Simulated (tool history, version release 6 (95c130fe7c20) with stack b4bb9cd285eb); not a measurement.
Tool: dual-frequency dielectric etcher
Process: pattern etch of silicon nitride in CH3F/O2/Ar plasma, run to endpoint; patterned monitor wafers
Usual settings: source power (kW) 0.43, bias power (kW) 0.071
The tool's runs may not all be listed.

| run | hour | source power (kW) | bias power (kW) | wafers since the last listed run | hours since the last wet clean | hours since the last source power generator calibration | hours since the last bias power generator calibration | hours since the last upper electrode change | incoming incoming film thickness, nm | endpoint time (s) |
|---|---|---|---|---|---|---|---|---|---|---|
| 1 | 0 | 0.43 | 0.071 | 0 | 401.4 | 2149.4 | 1595.8 | 3798.8 | 32.8 | 48.3 |
| 2 | 39.2 | 0.43 | 0.071 | 584 | 440.6 | 2188.6 | 1635 | 3838 | 32.79 | 47.6 |
| 3 | 52.3 | 0.43 | 0.071 | 195 | 453.7 | 2201.7 | 1648.1 | 3851.1 | 32.16 | 47.2 |
| 4 | 65.5 | 0.48 | 0.071 | 196 | 466.9 | 2214.9 | 1661.3 | 3864.3 | 32.59 | 47 |
| 5 | 71.7 | 0.43 | 0.071 | 92 | 473.1 | 2221.1 | 1667.5 | 3870.5 | 32.81 | 48.4 |
| 6 | 88.5 | 0.5 | 0.071 | 250 | 489.9 | 2237.9 | 1684.3 | 3887.3 | 32.52 | 45.9 |
|  | 116.7 | wet clean of the chamber |
| 7 | 117.2 | 0.45 | 0.071 | 70 | 0.5 | 2266.6 | 1713 | 3916 | 32.7 | 49.9 |
| 8 | 117.6 | 0.43 | 0.078 | 5 | 0.9 | 2267 | 1713.4 | 3916.4 | 32.72 | 48.2 |
| 9 | 120.5 | 0.46 | 0.085 | 43 | 3.8 | 2269.9 | 1716.3 | 3919.3 | 32.32 | 46.1 |
|  | 138.3 | bias power generator calibrated |
|  | 145.9 | upper electrode replaced |
|  | 159.6 | wet clean of the chamber, repeated, since the last time left the tool worse |
| 10 | 160.1 | 0.48 | 0.071 | 213 | 0.5 | 2309.5 | 21.8 | 14.2 | 32.31 | 45.1 |
| 11 | 160.4 | 0.43 | 0.071 | 4 | 0.8 | 2309.8 | 22.1 | 14.5 | 32.87 | 47.3 |
|  | 167.1 | source power generator calibrated |
| 12 | 183.7 | 0.48 | 0.063 | 287 | 24.1 | 16.6 | 45.4 | 37.8 | 32.6 | 47.2 |
| 13 | 199.7 | 0.43 | 0.055 | 238 | 40.1 | 32.6 | 61.4 | 53.8 | 32.44 | 50.4 |
| 14 | 212 | 0.52 | 0.061 | 183 | 52.4 | 44.9 | 73.7 | 66.1 | 32.62 | 46.3 |
| 15 | 223.8 | 0.53 | 0.077 | 175 | 64.2 | 56.7 | 85.5 | 77.9 | 32.5 | 43.3 |
| 16 | 239.1 | 0.38 | 0.054 | 228 | 79.5 | 72 | 100.8 | 93.2 | 32.82 | 52.8 |
| 17 | 256.2 | 0.33 | 0.087 | 254 | 96.6 | 89.1 | 117.9 | 110.3 | 32.67 | 47 |

Hidden state or all else? Some run-to-run changes of endpoint time (s), split into what the settings, what came in and random variation would give without the hidden state, and what is left for the hidden state (with any gauge scatter that isn't in both results):
The hidden state here: etch rate over this chamber's usual, %; source power that arrives over what is set, %; bias power that arrives over what is set, %.
Run 9 -> 10: source power (kW) 0.46 -> 0.48, bias power (kW) 0.085 -> 0.071, bias power generator calibrated, upper electrode replaced, wet clean of the chamber, repeated, since the last time left the tool worse. endpoint time (s) -1: hidden state -2.9, all else +1.9.
Run 15 -> 16: source power (kW) 0.53 -> 0.38, bias power (kW) 0.077 -> 0.054. endpoint time (s) +9.5: hidden state +0.2, all else +9.3.

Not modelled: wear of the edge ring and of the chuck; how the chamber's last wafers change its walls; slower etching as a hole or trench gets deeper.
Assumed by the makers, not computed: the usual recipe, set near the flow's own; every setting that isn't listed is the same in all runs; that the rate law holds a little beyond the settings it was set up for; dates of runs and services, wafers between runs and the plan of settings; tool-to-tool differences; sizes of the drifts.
